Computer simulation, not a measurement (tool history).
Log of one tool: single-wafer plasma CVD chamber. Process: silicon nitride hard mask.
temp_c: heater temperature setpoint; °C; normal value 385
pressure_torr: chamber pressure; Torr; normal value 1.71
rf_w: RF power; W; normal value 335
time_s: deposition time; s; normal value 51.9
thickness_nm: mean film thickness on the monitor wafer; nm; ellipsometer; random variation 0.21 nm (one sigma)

run	hour	temp_c	pressure_torr	rf_w	time_s	wafers since the last listed run	hours since the last thermocouple change	hours since the last RF generator calibration	hours since the last manometer calibration	hours since the showerhead was replaced	hours since the gauge calibration	read-back reference wafer on the same gauge, thickness_nm	thickness_nm
1	0	385	1.71	335	51.9	0	117.3	865.4	2380.2	3235.1	528.6	71.775	67.91
# hour 28.3: RF generator calibrated
2	50.6	385	1.71	335	51.9	950	167.9	22.3	2430.8	3285.7	579.2	71.711	68.221
3	76.1	385	1.71	335	51.9	569	193.4	47.8	2456.3	3311.2	604.7	71.757	68.302
4	136.4	385	1.71	335	51.9	1345	253.7	108.1	2516.6	3371.5	665	71.698	68.186
5	208	385	1.71	335	43.7	1597	325.3	179.7	2588.2	3443.1	736.6	71.638	57.05
6	269.3	385	1.71	335	43.7	1368	386.6	241	2649.5	3504.4	797.9	71.573	57.33
7	321.1	385	1.71	335	51.9	1156	438.4	292.8	2701.3	3556.2	849.7	71.585	67.983
# hour 370.3: capacitance manometer re-zeroed and calibrated
8	388.1	385	1.71	335	51.9	1316	505.4	359.8	17.8	3623.2	916.7	71.53	68.085
9	424.9	385	1.71	335	51.9	821	542.2	396.6	54.6	3660	953.5	71.484	68.285
10	460.3	385	1.71	335	51.9	790	577.6	432	90	3695.4	988.9	71.453	68.067
11	512.5	385	1.71	335	51.9	1165	629.8	484.2	142.2	3747.6	1041.1	71.373	67.631
12	548.3	392	1.4	270	59.7	798	665.6	520	178	3783.4	1076.9	71.346	67.314
# hour 686.3: thermocouple changed; heater temperature recalibrated
13	762.2	391	1.53	310	51.9	4595	75.9	733.9	391.9	3997.3	1290.8	71.079	63.369
14	789.5	385	1.71	335	51.9	609	103.2	761.2	419.2	4024.6	1318.1	70.998	67.409
15	869.1	370	1.94	355	58.2	1776	182.8	840.8	498.8	4104.2	1397.7	70.899	80.764
16	936.4	392	1.71	305	42.7	1502	250.1	908.1	566.1	4171.5	1465	70.81	52.821
17	989.9	373	1.83	315	60	1194	303.6	961.6	619.6	4225	1518.5	70.785	76.842
# hour 1004.2: gauge calibrated
18	1039.6	390	1.71	335	45.8	1109	353.3	1011.3	669.3	4274.7	35.4	72.075	60.441
# hour 1072.8: RF generator calibrated
# hour 1081.8: showerhead replaced
19	1096.3	380	1.98	335	51.9	908	410	23.5	726	14.5	92.1	72.058	70.884
20	1155.1	385	1.46	270	51.9	1312	468.8	82.3	784.8	73.3	150.9	72.04	59.789
21	1212.9	381	2.07	335	59.7	1289	526.6	140.1	842.6	131.1	208.7	72.073	82.261
22	1272.7	385	1.71	335	44.3	1334	586.4	199.9	902.4	190.9	268.5	72.009	58.262
23	1311	385	1.71	335	51.9	854	624.7	238.2	940.7	229.2	306.8	71.987	68.587
24	1354	385	1.71	335	51.9	959	667.7	281.2	983.7	272.2	349.8	71.985	68.618
25	1378.6	385	1.71	335	51.9	549	692.3	305.8	1008.3	296.8	374.4	72.002	68.784
26	1443.8	385	1.47	290	45.7	1455	757.5	371	1073.5	362	439.6	71.978	54.552
27	1482.7	385	1.71	315	51.9	868	796.4	409.9	1112.4	400.9	478.5	71.941	66.352
# hour 1520.7: thermocouple changed; heater temperature recalibrated
28	1546.6	385	1.71	335	41.6	1247	25.9	473.8	1176.3	464.8	542.4	71.89	54.872

Some steps in thickness_nm between neighbouring runs. How much of each would the tool show without its hidden state too (settings, what came in, random variation), and how much is left for the hidden state, with any gauge scatter that isn't in both results?
Hidden conditions of the tool in this case: wafer temperature above the value expected at the setpoint (K); delivered RF power above the setpoint (%); true pressure above the setpoint (%); gauge reads high (%).
Run 15 -> 16: temp_c 370 -> 392, pressure_torr 1.94 -> 1.71, rf_w 355 -> 305, time_s 58.2 -> 42.7. thickness_nm -27.943 nm: hidden state +0.35, all else -28.293.
Run 16 -> 17: temp_c 392 -> 373, pressure_torr 1.71 -> 1.83, rf_w 305 -> 315, time_s 42.7 -> 60. thickness_nm +24.021 nm: hidden state -0.492, all else +24.513.
Run 17 -> 18: temp_c 373 -> 390, pressure_torr 1.83 -> 1.71, rf_w 315 -> 335, time_s 60 -> 45.8, gauge calibrated. thickness_nm -16.401 nm: hidden state +1.426, all else -17.827.
